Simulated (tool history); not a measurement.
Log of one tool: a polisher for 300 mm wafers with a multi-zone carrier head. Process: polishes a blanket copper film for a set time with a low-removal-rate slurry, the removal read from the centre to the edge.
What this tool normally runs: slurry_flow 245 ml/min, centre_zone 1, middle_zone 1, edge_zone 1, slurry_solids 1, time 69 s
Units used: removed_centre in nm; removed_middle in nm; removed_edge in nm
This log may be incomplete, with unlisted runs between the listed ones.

run,hour,slurry_flow,centre_zone,middle_zone,edge_zone,slurry_solids,time,"incoming thickness of the incoming film, nm",removed_centre,removed_middle,removed_edge
1,0,245,1,1,1,1.1,69,832.4,146,147.5,147.3
# hour 5.5: centre zone pressure recalibrated
2,14.9,245,0.95,1,1,1,69,832.2,134.4,142.9,143.7
3,27.6,245,1,1,1,1,89,818.5,181.1,181.8,183.8
4,38.6,245,1,1,1,1,69,809.6,140,142.5,142.2
5,47.5,245,1,1,1,1,69,825.8,138.8,140.7,142.4
# hour 55.1: slurry nozzle cleaned
6,61.7,275,1,1,1.09,0.8,76,818.4,157.7,161.3,167
# hour 80.1: worn pad replaced by a new one
7,80.6,245,1,1,1,1.3,69,824.1,164.8,159.6,163.9
8,88.6,290,1,1,1,1,86,820.8,195.6,196.1,188.3
9,105.8,245,1,1.08,1,1,69,820.2,151.2,160.6,153
10,121.1,245,1.08,0.96,1,0.8,69,813.7,153.1,141.8,143.1

Run 11 has not been measured yet. What should we expect?
11,136.6,245,0.96,1.05,1,0.8,59,807.5,?,?,?

Logged for run 11: removed_centre 117.7 nm, removed_middle 129.6 nm, removed_edge 121.7 nm.
With the hidden condition absent and the run-to-run variation left alone, this run would have shown removed_centre 117.8 nm, removed_middle 129.7 nm, removed_edge 121.8 nm.

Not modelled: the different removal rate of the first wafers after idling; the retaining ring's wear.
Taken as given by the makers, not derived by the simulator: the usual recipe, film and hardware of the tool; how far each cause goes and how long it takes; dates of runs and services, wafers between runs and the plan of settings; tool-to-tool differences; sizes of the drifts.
